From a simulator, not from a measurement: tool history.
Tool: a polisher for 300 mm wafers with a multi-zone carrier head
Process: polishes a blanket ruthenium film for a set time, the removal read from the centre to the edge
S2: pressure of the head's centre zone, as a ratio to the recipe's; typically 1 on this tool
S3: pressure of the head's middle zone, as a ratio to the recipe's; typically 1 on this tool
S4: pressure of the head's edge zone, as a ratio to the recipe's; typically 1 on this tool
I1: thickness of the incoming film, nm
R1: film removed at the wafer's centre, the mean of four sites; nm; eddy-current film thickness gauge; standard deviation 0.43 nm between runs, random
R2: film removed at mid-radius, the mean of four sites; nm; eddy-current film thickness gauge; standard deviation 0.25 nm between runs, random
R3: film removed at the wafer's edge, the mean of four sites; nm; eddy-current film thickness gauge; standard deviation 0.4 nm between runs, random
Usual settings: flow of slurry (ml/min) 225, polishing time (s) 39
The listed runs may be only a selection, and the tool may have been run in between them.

{"run": 1, "hour": 0.0, "flow of slurry (ml/min)": 290, "S2": 1, "S3": 1, "S4": 1.12, "polishing time (s)": 39, "I1": 439.3, "R1": 41.9, "R2": 42.6, "R3": 44.2}
{"hour": 11.9, "done": "worn pad replaced by a new one"}
{"run": 2, "hour": 12.4, "flow of slurry (ml/min)": 225, "S2": 1, "S3": 1, "S4": 1, "polishing time (s)": 39, "I1": 435.5, "R1": 40.5, "R2": 41.3, "R3": 40.5}
{"run": 3, "hour": 19.7, "flow of slurry (ml/min)": 225, "S2": 1, "S3": 1, "S4": 1, "polishing time (s)": 39, "I1": 436.7, "R1": 40.6, "R2": 41, "R3": 40.8}
{"run": 4, "hour": 28.0, "flow of slurry (ml/min)": 225, "S2": 0.92, "S3": 0.92, "S4": 0.96, "polishing time (s)": 39, "I1": 440.1, "R1": 36.3, "R2": 38.5, "R3": 40.4}
{"run": 5, "hour": 41.7, "flow of slurry (ml/min)": 225, "S2": 1, "S3": 1, "S4": 1, "polishing time (s)": 39, "I1": 440.5, "R1": 40.3, "R2": 41, "R3": 41.5}
{"run": 6, "hour": 54.5, "flow of slurry (ml/min)": 225, "S2": 1, "S3": 1, "S4": 1, "polishing time (s)": 39, "I1": 441.7, "R1": 40.4, "R2": 41, "R3": 41.1}
{"run": 7, "hour": 70.8, "flow of slurry (ml/min)": 260, "S2": 1, "S3": 1, "S4": 1, "polishing time (s)": 30, "I1": 432.7, "R1": 31.6, "R2": 32.2, "R3": 32}
{"run": 8, "hour": 84.3, "flow of slurry (ml/min)": 225, "S2": 1.05, "S3": 0.96, "S4": 0.88, "polishing time (s)": 30, "I1": 436.9, "R1": 33, "R2": 30.8, "R3": 29.9}
{"run": 9, "hour": 98.3, "flow of slurry (ml/min)": 225, "S2": 1, "S3": 1, "S4": 1, "polishing time (s)": 39, "I1": 440.2, "R1": 40.9, "R2": 41, "R3": 41.4}
{"run": 10, "hour": 109.0, "flow of slurry (ml/min)": 225, "S2": 1, "S3": 1.05, "S4": 1, "polishing time (s)": 45, "I1": 441.6, "R1": 47.6, "R2": 49.1, "R3": 47.6}
{"hour": 121.1, "done": "worn pad replaced by a new one"}
{"run": 11, "hour": 121.6, "flow of slurry (ml/min)": 225, "S2": 0.97, "S3": 1.06, "S4": 0.96, "polishing time (s)": 53, "I1": 436.6, "R1": 52.7, "R2": 58.6, "R3": 54.7}
{"run": 12, "hour": 132.3, "flow of slurry (ml/min)": 225, "S2": 1, "S3": 1, "S4": 1, "polishing time (s)": 39, "I1": 443.8, "R1": 39.5, "R2": 41.2, "R3": 40.6}
{"run": 13, "hour": 147.3, "flow of slurry (ml/min)": 225, "S2": 0.91, "S3": 1, "S4": 1, "polishing time (s)": 39, "I1": 440.7, "R1": 36.5, "R2": 41, "R3": 41.4}
{"hour": 167.3, "done": "edge zone pressure recalibrated"}
{"hour": 183.5, "done": "slurry nozzle cleaned"}
{"run": 14, "hour": 198.5, "flow of slurry (ml/min)": 225, "S2": 0.9, "S3": 0.91, "S4": 0.93, "polishing time (s)": 47, "I1": 435, "R1": 44.8, "R2": 45.7, "R3": 47}
{"run": 15, "hour": 210.4, "flow of slurry (ml/min)": 285, "S2": 0.97, "S3": 1.07, "S4": 1, "polishing time (s)": 31, "I1": 445.9, "R1": 32.3, "R2": 35.6, "R3": 32.4}
{"run": 16, "hour": 225.4, "flow of slurry (ml/min)": 225, "S2": 1.07, "S3": 1, "S4": 1, "polishing time (s)": 50, "I1": 439, "R1": 54.9, "R2": 52.7, "R3": 52.3}
{"hour": 237.9, "done": "worn pad replaced by a new one"}
{"run": 17, "hour": 239.2, "flow of slurry (ml/min)": 180, "S2": 1.11, "S3": 0.97, "S4": 1, "polishing time (s)": 39, "I1": 441.7, "R1": 43.8, "R2": 39, "R3": 40.4}
{"run": 18, "hour": 251.5, "flow of slurry (ml/min)": 225, "S2": 1, "S3": 1, "S4": 1, "polishing time (s)": 39, "I1": 442.1, "R1": 39.5, "R2": 41.1, "R3": 40.5}
{"run": 19, "hour": 261.1, "flow of slurry (ml/min)": 225, "S2": 0.91, "S3": 1, "S4": 1, "polishing time (s)": 29, "I1": 443.1, "R1": 27.8, "R2": 30.6, "R3": 30.7}
{"run": 20, "hour": 276.1, "flow of slurry (ml/min)": 225, "S2": 1, "S3": 1, "S4": 1, "polishing time (s)": 49, "I1": 435.7, "R1": 50.4, "R2": 51.5, "R3": 51.1}
{"run": 21, "hour": 289.0, "flow of slurry (ml/min)": 175, "S2": 1.11, "S3": 1.11, "S4": 1, "polishing time (s)": 43, "I1": 441.1, "R1": 47.8, "R2": 48.4, "R3": 44.1}
{"run": 22, "hour": 296.9, "flow of slurry (ml/min)": 160, "S2": 1, "S3": 1, "S4": 1, "polishing time (s)": 29, "I1": 445.1, "R1": 28.8, "R2": 29.3, "R3": 29.5}

What if the next run were any one of these 5? Each begins from the tool's condition after run 22:
{"run": "A", "hour": 297.3, "flow of slurry (ml/min)": 225, "S2": 1, "S3": 0.93, "S4": 1, "polishing time (s)": 39, "I1": 434.5, "R1": "?", "R2": "?", "R3": "?"}
{"run": "B", "hour": 297.3, "flow of slurry (ml/min)": 270, "S2": 1.04, "S3": 0.92, "S4": 1, "polishing time (s)": 34, "I1": 434.5, "R1": "?", "R2": "?", "R3": "?"}
{"run": "C", "hour": 297.3, "flow of slurry (ml/min)": 225, "S2": 0.94, "S3": 1.12, "S4": 0.9, "polishing time (s)": 46, "I1": 434.5, "R1": "?", "R2": "?", "R3": "?"}
{"run": "D", "hour": 297.3, "flow of slurry (ml/min)": 225, "S2": 0.89, "S3": 1.04, "S4": 1.11, "polishing time (s)": 43, "I1": 434.5, "R1": "?", "R2": "?", "R3": "?"}
{"run": "E", "hour": 297.3, "flow of slurry (ml/min)": 265, "S2": 0.89, "S3": 1, "S4": 1, "polishing time (s)": 47, "I1": 434.5, "R1": "?", "R2": "?", "R3": "?"}

run=A R1=40.9 R2=38.5 R3=41
run=B R1=37.8 R2=33.8 R3=36.2
run=C R1=45.4 R2=53.1 R3=45.9
run=D R1=40.1 R2=46.6 R3=47.5
run=E R1=44.6 R2=50.1 R3=49.9
With the hidden condition removed and each run's random variation left untouched, the same runs would have given:
run=A R1=40.9 R2=38.5 R3=41
run=B R1=37.8 R2=33.8 R3=36.2
run=C R1=45.4 R2=53.1 R3=45.9
run=D R1=40.1 R2=46.6 R3=47.5
run=E R1=44.6 R2=50.1 R3=49.9

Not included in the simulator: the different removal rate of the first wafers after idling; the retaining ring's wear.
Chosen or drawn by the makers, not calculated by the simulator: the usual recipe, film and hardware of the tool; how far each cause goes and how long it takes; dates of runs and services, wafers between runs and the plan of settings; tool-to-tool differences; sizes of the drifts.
